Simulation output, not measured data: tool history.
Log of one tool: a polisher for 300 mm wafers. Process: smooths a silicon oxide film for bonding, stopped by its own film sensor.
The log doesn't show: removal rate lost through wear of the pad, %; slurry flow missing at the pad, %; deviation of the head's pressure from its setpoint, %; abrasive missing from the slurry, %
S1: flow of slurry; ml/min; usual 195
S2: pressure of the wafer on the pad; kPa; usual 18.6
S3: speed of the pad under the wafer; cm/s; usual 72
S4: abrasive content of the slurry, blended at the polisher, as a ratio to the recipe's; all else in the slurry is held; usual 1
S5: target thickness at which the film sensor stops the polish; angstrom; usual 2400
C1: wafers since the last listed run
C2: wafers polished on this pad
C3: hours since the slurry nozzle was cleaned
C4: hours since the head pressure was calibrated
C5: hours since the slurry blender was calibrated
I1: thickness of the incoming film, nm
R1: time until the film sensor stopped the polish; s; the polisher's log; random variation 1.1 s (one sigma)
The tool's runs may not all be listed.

run    hour   S1    S2  S3    S4    S5    C1    C2     C3      C4     C5     I1    R1
  1       0  195  14.5  72     1  2400     0  1532  175.7   972.9    113  282.2  92.2
  2    64.8  195  18.6  92     1  2400   454  1987  240.5  1037.7  177.8  274.7  52.6
      131.2  -- worn pad replaced by a new one
  3   142.5  195  18.6  92     1  2400   517    79  318.2  1115.4  255.5  276.1  49.5
      178.2  -- head pressure recalibrated
        199  -- slurry blender recalibrated
  4   203.8  195  18.6  92     1  2400   402   481  379.5    25.6    4.8  278.9  54.1
  5   262.4  195  18.6  72     1  2340   411   893  438.1    84.2   63.4  279.6    78
      312.5  -- slurry nozzle cleaned
  6   327.3  195  18.6  72     1  2340   448  1341   14.8   149.1  128.3  283.5  85.1
  7   407.6  195  18.6  72     1  2400   563  1905   95.1   229.4  208.6  281.8  75.9
  8   448.7  195  18.6  72     1  2400   288  2194  136.2   270.5  249.7  283.2  82.3
        455  -- worn pad replaced by a new one
      531.7  -- slurry blender recalibrated
  9   547.4  195  18.6  72     1  2400   650   634  234.9   369.2   15.7  278.5  64.4
 10   678.9  195  15.9  72     1  2400   923  1558  366.4   500.7  147.2  280.9  82.4
      765.9  -- worn pad replaced by a new one
 11   781.1  145  24.1  80   1.3  2400   689   106  468.6   602.9  249.4  283.4  52.7
      801.9  -- slurry nozzle cleaned
      810.4  -- slurry blender recalibrated
 12   885.3  195  18.6  84     1  2400   710   817   83.4   707.1   74.9  279.3  60.4
 13   937.6  235  18.6  72     1  2340   367  1184  135.7   759.4  127.2  282.7  80.9
 14   999.5  195  12.4  72     1  2400   434  1618  197.6   821.3  189.1  278.1  93.8
     1097.1  -- worn pad replaced by a new one
     1152.5  -- slurry blender recalibrated
 15  1228.4  250  18.6  72   0.8  2450  1565   907  426.5  1050.2   75.9  282.1  64.9
     1270.5  -- slurry nozzle cleaned
       1285  -- head pressure recalibrated
 16    1292  195  18.6  72     1  2400   425  1333   21.5       7  139.5  278.2  67.3
 17  1349.9  195  20.7  80     1  2400   406  1739   79.4    64.9  197.4  280.4  61.6
 18  1454.1  195  13.1  72  1.25  2400   731  2471  183.6   169.1  301.6  278.9  91.1
     1466.7  -- worn pad replaced by a new one
     1473.5  -- slurry blender recalibrated
 19    1529  255  18.6  72   1.2  2510   483   423  258.5     244   55.5    281    46
 20  1585.9  195  18.6  84     1  2400   399   823  315.4   300.9  112.4  281.5  60.3
 21  1634.7  195  15.2  72     1  2400   342  1165  364.2   349.7  161.2  282.1  83.2

The tool's hidden state at each run:
slurry flow missing at the pad, %: 0 in every run
deviation of the head's pressure from its setpoint, %: 0 in every run
abrasive missing from the slurry, %: 0 in every run
H1: removal rate lost through wear of the pad, %
run     H1
  1   5.97
  2   9.66
  3  0.811
  4   1.39
  5   2.73
  6   5.11
  7   9.38
  8   12.1
  9   2.01
 10   6.68
 11   1.55
 12   3.13
 13   4.84
 14   7.65
 15   3.75
 16   6.08
 17   8.99
 18   16.1
 19   0.57
 20   1.73
 21    3.3
